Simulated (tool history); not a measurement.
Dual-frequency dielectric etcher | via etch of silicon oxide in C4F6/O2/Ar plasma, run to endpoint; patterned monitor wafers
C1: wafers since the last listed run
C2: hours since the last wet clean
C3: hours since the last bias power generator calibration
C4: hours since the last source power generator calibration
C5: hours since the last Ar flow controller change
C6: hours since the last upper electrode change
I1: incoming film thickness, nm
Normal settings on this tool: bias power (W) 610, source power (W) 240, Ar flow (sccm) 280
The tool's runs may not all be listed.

run 1 hour=0.0 | bias_power_(W)=610 source_power_(W)=240 Ar_flow_(sccm)=313 | C1=0 C2=226.7 C3=3688.1 C4=3431.4 C5=1985.6 C6=4517.7 | I1=150.2 | endpoint_time_(s)=36.9
run 2 hour=9.0 | bias_power_(W)=610 source_power_(W)=240 Ar_flow_(sccm)=313 | C1=145 C2=235.7 C3=3697.1 C4=3440.4 C5=1994.6 C6=4526.7 | I1=150.3 | endpoint_time_(s)=36.2
run 3 hour=24.2 | bias_power_(W)=610 source_power_(W)=220 Ar_flow_(sccm)=280 | C1=245 C2=250.9 C3=3712.3 C4=3455.6 C5=2009.8 C6=4541.9 | I1=150.6 | endpoint_time_(s)=36.9
run 4 hour=35.1 | bias_power_(W)=610 source_power_(W)=200 Ar_flow_(sccm)=228 | C1=175 C2=261.8 C3=3723.2 C4=3466.5 C5=2020.7 C6=4552.8 | I1=149.9 | endpoint_time_(s)=37.2
run 5 hour=48.3 | bias_power_(W)=610 source_power_(W)=210 Ar_flow_(sccm)=280 | C1=212 C2=275.0 C3=3736.4 C4=3479.7 C5=2033.9 C6=4566.0 | I1=149.6 | endpoint_time_(s)=37.2
run 6 hour=63.0 | bias_power_(W)=610 source_power_(W)=210 Ar_flow_(sccm)=280 | C1=237 C2=289.7 C3=3751.1 C4=3494.4 C5=2048.6 C6=4580.7 | I1=150.9 | endpoint_time_(s)=37.4
run 7 hour=79.3 | bias_power_(W)=610 source_power_(W)=240 Ar_flow_(sccm)=280 | C1=263 C2=306.0 C3=3767.4 C4=3510.7 C5=2064.9 C6=4597.0 | I1=149.7 | endpoint_time_(s)=35.9
run 8 hour=89.0 | bias_power_(W)=610 source_power_(W)=240 Ar_flow_(sccm)=280 | C1=156 C2=315.7 C3=3777.1 C4=3520.4 C5=2074.6 C6=4606.7 | I1=150.6 | endpoint_time_(s)=36.1
-- hour=102.0 bias power generator calibrated
-- hour=116.6 upper electrode replaced
run 9 hour=117.1 | bias_power_(W)=610 source_power_(W)=240 Ar_flow_(sccm)=280 | C1=153 C2=343.8 C3=15.1 C4=3548.5 C5=2102.7 C6=0.5 | I1=151.9 | endpoint_time_(s)=36.3
-- hour=123.9 Ar flow controller replaced
run 10 hour=124.4 | bias_power_(W)=610 source_power_(W)=240 Ar_flow_(sccm)=280 | C1=20 C2=351.1 C3=22.4 C4=3555.8 C5=0.5 C6=7.8 | I1=151.7 | endpoint_time_(s)=35.7
run 11 hour=125.4 | bias_power_(W)=610 source_power_(W)=260 Ar_flow_(sccm)=280 | C1=16 C2=352.1 C3=23.4 C4=3556.8 C5=1.5 C6=8.8 | I1=152.2 | endpoint_time_(s)=35.8
run 12 hour=136.6 | bias_power_(W)=610 source_power_(W)=260 Ar_flow_(sccm)=280 | C1=180 C2=363.3 C3=34.6 C4=3568.0 C5=12.7 C6=20.0 | I1=152.1 | endpoint_time_(s)=35.7
run 13 hour=147.3 | bias_power_(W)=610 source_power_(W)=200 Ar_flow_(sccm)=259 | C1=172 C2=374.0 C3=45.3 C4=3578.7 C5=23.4 C6=30.7 | I1=151.9 | endpoint_time_(s)=37.3
run 14 hour=160.1 | bias_power_(W)=490 source_power_(W)=220 Ar_flow_(sccm)=349 | C1=206 C2=386.8 C3=58.1 C4=3591.5 C5=36.2 C6=43.5 | I1=151.7 | endpoint_time_(s)=44.0
run 15 hour=166.4 | bias_power_(W)=524 source_power_(W)=190 Ar_flow_(sccm)=317 | C1=101 C2=393.1 C3=64.4 C4=3597.8 C5=42.5 C6=49.8 | I1=150.7 | endpoint_time_(s)=42.8
run 16 hour=180.7 | bias_power_(W)=472 source_power_(W)=290 Ar_flow_(sccm)=248 | C1=230 C2=407.4 C3=78.7 C4=3612.1 C5=56.8 C6=64.1 | I1=151.7 | endpoint_time_(s)=40.2
run 17 hour=194.1 | bias_power_(W)=534 source_power_(W)=290 Ar_flow_(sccm)=280 | C1=216 C2=420.8 C3=92.1 C4=3625.5 C5=70.2 C6=77.5 | I1=151.7 | endpoint_time_(s)=36.9
run 18 hour=207.4 | bias_power_(W)=610 source_power_(W)=240 Ar_flow_(sccm)=315 | C1=214 C2=434.1 C3=105.4 C4=3638.8 C5=83.5 C6=90.8 | I1=151.2 | endpoint_time_(s)=35.8
run 19 hour=218.8 | bias_power_(W)=610 source_power_(W)=240 Ar_flow_(sccm)=280 | C1=183 C2=445.5 C3=116.8 C4=3650.2 C5=94.9 C6=102.2 | I1=152.6 | endpoint_time_(s)=36.2
run 20 hour=227.6 | bias_power_(W)=610 source_power_(W)=240 Ar_flow_(sccm)=218 | C1=141 C2=454.3 C3=125.6 C4=3659.0 C5=103.7 C6=111.0 | I1=151.7 | endpoint_time_(s)=34.6
-- hour=232.4 source power generator calibrated
-- hour=252.7 wet clean of the chamber
run 21 hour=253.2 | bias_power_(W)=677 source_power_(W)=240 Ar_flow_(sccm)=219 | C1=20 C2=0.5 C3=151.2 C4=20.8 C5=129.3 C6=136.6 | I1=153.0 | endpoint_time_(s)=34.7
run 22 hour=253.6 | bias_power_(W)=610 source_power_(W)=240 Ar_flow_(sccm)=313 | C1=6 C2=0.9 C3=151.6 C4=21.2 C5=129.7 C6=137.0 | I1=150.7 | endpoint_time_(s)=37.5
run 23 hour=261.2 | bias_power_(W)=506 source_power_(W)=300 Ar_flow_(sccm)=330 | C1=122 C2=8.5 C3=159.2 C4=28.8 C5=137.3 C6=144.6 | I1=152.1 | endpoint_time_(s)=40.0
run 24 hour=301.8 | bias_power_(W)=648 source_power_(W)=220 Ar_flow_(sccm)=261 | C1=655 C2=49.1 C3=199.8 C4=69.4 C5=177.9 C6=185.2 | I1=152.8 | endpoint_time_(s)=36.6
run 25 hour=319.6 | bias_power_(W)=661 source_power_(W)=270 Ar_flow_(sccm)=214 | C1=287 C2=66.9 C3=217.6 C4=87.2 C5=195.7 C6=203.0 | I1=152.5 | endpoint_time_(s)=33.6

Across each entry between runs, compare the hidden state at the last listed run before it with the hidden state at the first listed run after it:
From run 8 to run 9: bias power generator calibrated (hour 102.0); upper electrode replaced (hour 116.6)
  etch rate over this chamber's usual, %: 4 -> 4.33
  measured minus no-state result, endpoint time (s): -1.4 -> -1.6
From run 9 to run 10: Ar flow controller replaced (hour 123.9)
  etch rate over this chamber's usual, %: 4.33 -> 4.41
  measured minus no-state result, endpoint time (s): -1.6 -> -1.6
From run 20 to run 21: source power generator calibrated (hour 232.4); wet clean of the chamber (hour 252.7)
  etch rate over this chamber's usual, %: 5.62 -> 0.598
  measured minus no-state result, endpoint time (s): -2.0 -> -0.2
